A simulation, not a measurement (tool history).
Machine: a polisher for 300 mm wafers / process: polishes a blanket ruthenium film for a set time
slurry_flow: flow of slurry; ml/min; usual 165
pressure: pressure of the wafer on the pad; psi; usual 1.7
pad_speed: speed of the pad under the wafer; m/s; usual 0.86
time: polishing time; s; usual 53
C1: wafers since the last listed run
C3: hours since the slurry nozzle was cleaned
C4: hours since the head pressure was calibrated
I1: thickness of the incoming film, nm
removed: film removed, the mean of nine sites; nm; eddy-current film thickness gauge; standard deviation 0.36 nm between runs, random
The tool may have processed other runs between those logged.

Run 1, hour 0: usual settings; C1 0; wafers polished on this pad 4168; C3 22.6; C4 1174.3; I1 468.9. Result: removed 41.6 nm.
Run 2, hour 42.3: usual settings; C1 632; wafers polished on this pad 4801; C3 64.9; C4 1216.6; I1 472.5. Result: removed 41.6 nm.
At hour 55.6: head pressure recalibrated.
Run 3, hour 113.8: usual settings but time 64 s; C1 1039; wafers polished on this pad 5840; C3 136.4; C4 58.2; I1 470.8. Result: removed 44.1 nm.
At hour 175: worn pad replaced by a new one.
Run 4, hour 180.8: usual settings but time 64 s; C1 942; wafers polished on this pad 86; C3 203.4; C4 125.2; I1 464.6. Result: removed 45.1 nm.
Run 5, hour 226.2: usual settings but time 64 s; C1 679; wafers polished on this pad 765; C3 248.8; C4 170.6; I1 474.5. Result: removed 43.9 nm.
Run 6, hour 282: usual settings; C1 834; wafers polished on this pad 1600; C3 304.6; C4 226.4; I1 476.3. Result: removed 37.6 nm.
Run 7, hour 333.9: usual settings; C1 776; wafers polished on this pad 2376; C3 356.5; C4 278.3; I1 472.4. Result: removed 37.4 nm.
At hour 349: slurry nozzle cleaned.
Run 8, hour 364.1: usual settings; C1 436; wafers polished on this pad 2813; C3 15.1; C4 308.5; I1 469.9. Result: removed 37.7 nm.
Run 9, hour 457.5: usual settings; C1 1397; wafers polished on this pad 4210; C3 108.5; C4 401.9; I1 468.7. Result: removed 38.2 nm.
Run 10, hour 504.7: usual settings; C1 706; wafers polished on this pad 4916; C3 155.7; C4 449.1; I1 467.6. Result: removed 38.1 nm.
Run 11, hour 550.1: usual settings; C1 679; wafers polished on this pad 5595; C3 201.1; C4 494.5; I1 467.9. Result: removed 38.2 nm.
Run 12, hour 621: usual settings; C1 1060; wafers polished on this pad 6655; C3 272; C4 565.4; I1 470.2. Result: removed 38.6 nm.
At hour 651.1: worn pad replaced by a new one.
Run 13, hour 659.5: usual settings but pad_speed 0.7 m/s; C1 516; wafers polished on this pad 124; C3 310.5; C4 603.9; I1 474.5. Result: removed 32.5 nm.
Run 14, hour 708.6: usual settings; C1 734; wafers polished on this pad 859; C3 359.6; C4 653; I1 470.7. Result: removed 38.8 nm.
Run 15, hour 746.2: usual settings but pressure 1.2 psi; C1 562; wafers polished on this pad 1421; C3 397.2; C4 690.6; I1 471.2. Result: removed 27.4 nm.
Run 16, hour 816.4: usual settings but pressure 1.2 psi; C1 1050; wafers polished on this pad 2471; C3 467.4; C4 760.8; I1 468.3. Result: removed 27.4 nm.
At hour 828.4: slurry nozzle cleaned.
Run 17, hour 864.5: usual settings; C1 704; wafers polished on this pad 3176; C3 36.1; C4 808.9; I1 468.8. Result: removed 39.8 nm.
Run 18, hour 923.8: usual settings but pad_speed 0.78 m/s, time 59 s; C1 886; wafers polished on this pad 4063; C3 95.4; C4 868.2; I1 469.8. Result: removed 40.9 nm.
At hour 1027.7: worn pad replaced by a new one.
Run 19, hour 1028.2: usual settings but time 62 s; C1 1501; wafers polished on this pad 8; C3 199.8; C4 972.6; I1 470.6. Result: removed 46.7 nm.
Run 20, hour 1078.3: usual settings but pressure 1.4 psi; C1 749; wafers polished on this pad 757; C3 249.9; C4 1022.7; I1 466.8. Result: removed 33.4 nm.
Run 21, hour 1146.5: usual settings but slurry_flow 140 ml/min, pressure 1.5 psi, pad_speed 1.1 m/s, time 58 s; C1 1020; wafers polished on this pad 1777; C3 318.1; C4 1090.9; I1 459.7. Result: removed 47 nm.
Run 22, hour 1195.2: usual settings but slurry_flow 130 ml/min, pad_speed 1.12 m/s; C1 728; wafers polished on this pad 2506; C3 366.8; C4 1139.6; I1 473.6. Result: removed 48.4 nm.
At hour 1212.1: head pressure recalibrated.
Run 23, hour 1219.2: usual settings; C1 329; wafers polished on this pad 2835; C3 390.8; C4 7.1; I1 469.2. Result: removed 36.7 nm.
Run 24, hour 1281.7: usual settings but pressure 1.3 psi, pad_speed 0.68 m/s, time 60 s; C1 934; wafers polished on this pad 3769; C3 453.3; C4 69.6; I1 471.3. Result: removed 25.9 nm.
At hour 1290.1: slurry nozzle cleaned.
Run 25, hour 1320.3: usual settings but pressure 1.3 psi; C1 562; wafers polished on this pad 4332; C3 30.2; C4 108.2; I1 470.3. Result: removed 28.1 nm.
Run 26, hour 1349.4: usual settings but slurry_flow 125 ml/min, pressure 1.4 psi, time 72 s; C1 435; wafers polished on this pad 4767; C3 59.3; C4 137.3; I1 470.1. Result: removed 39.5 nm.
Run 27, hour 1391.6: usual settings but pressure 2.2 psi, pad_speed 1.16 m/s, time 46 s; C1 631; wafers polished on this pad 5398; C3 101.5; C4 179.5; I1 467.5. Result: removed 53.2 nm.
At hour 1432.1: worn pad replaced by a new one.
Run 28, hour 1462.1: usual settings; C1 994; wafers polished on this pad 448; C3 172; C4 250; I1 464.9. Result: removed 37.2 nm.
Run 29, hour 1651.1: usual settings; C1 2826; wafers polished on this pad 3275; C3 361; C4 439; I1 468.7. Result: removed 37.6 nm.
At hour 1672.1: slurry nozzle cleaned.
Run 30, hour 1686.8: usual settings but slurry_flow 205 ml/min, time 47 s; C1 519; wafers polished on this pad 3794; C3 14.7; C4 474.7; I1 465.2. Result: removed 35.4 nm.
Run 31, hour 1757.5: usual settings; C1 1057; wafers polished on this pad 4852; C3 85.4; C4 545.4; I1 464. Result: removed 38.6 nm.
At hour 1834.2: worn pad replaced by a new one.
Run 32, hour 1937.5: usual settings but slurry_flow 130 ml/min, pressure 1.3 psi, pad_speed 0.66 m/s, time 37 s; C1 2632; wafers polished on this pad 1545; C3 265.4; C4 725.4; I1 478.9. Result: removed 16 nm.
At hour 2097.7: slurry nozzle cleaned.
Run 33, hour 2124.7: usual settings but slurry_flow 125 ml/min; C1 2785; wafers polished on this pad 4330; C3 27; C4 912.6; I1 475.5. Result: removed 37.3 nm.

Some steps in removed between neighbouring runs. How much of each would the tool show without its hidden state too (settings, what came in, random variation), and how much is left for the hidden state, with any gauge scatter that isn't in both results?
Hidden state at play: removal rate lost through wear of the pad, %; slurry flow missing at the pad, %; deviation of the head's pressure from its setpoint, %.
Run 2 -> 3: time 53 -> 64, head pressure recalibrated. removed +2.5 nm: hidden state -4.7, all else +7.2.
Run 22 -> 23: slurry_flow 130 -> 165, pad_speed 1.12 -> 0.86, head pressure recalibrated. removed -11.7 nm: hidden state -5.2, all else -6.5.
Run 27 -> 28: pressure 2.2 -> 1.7, pad_speed 1.16 -> 0.86, time 46 -> 53, worn pad replaced by a new one. removed -16 nm: hidden state +0, all else -16.
Run 31 -> 32: slurry_flow 165 -> 130, pressure 1.7 -> 1.3, pad_speed 0.86 -> 0.66, time 53 -> 37, worn pad replaced by a new one. removed -22.6 nm: hidden state -0.9, all else -21.7.
Run 32 -> 33: slurry_flow 130 -> 125, pressure 1.3 -> 1.7, pad_speed 0.66 -> 0.86, time 37 -> 53, slurry nozzle cleaned. removed +21.3 nm: hidden state +2.1, all else +19.2.
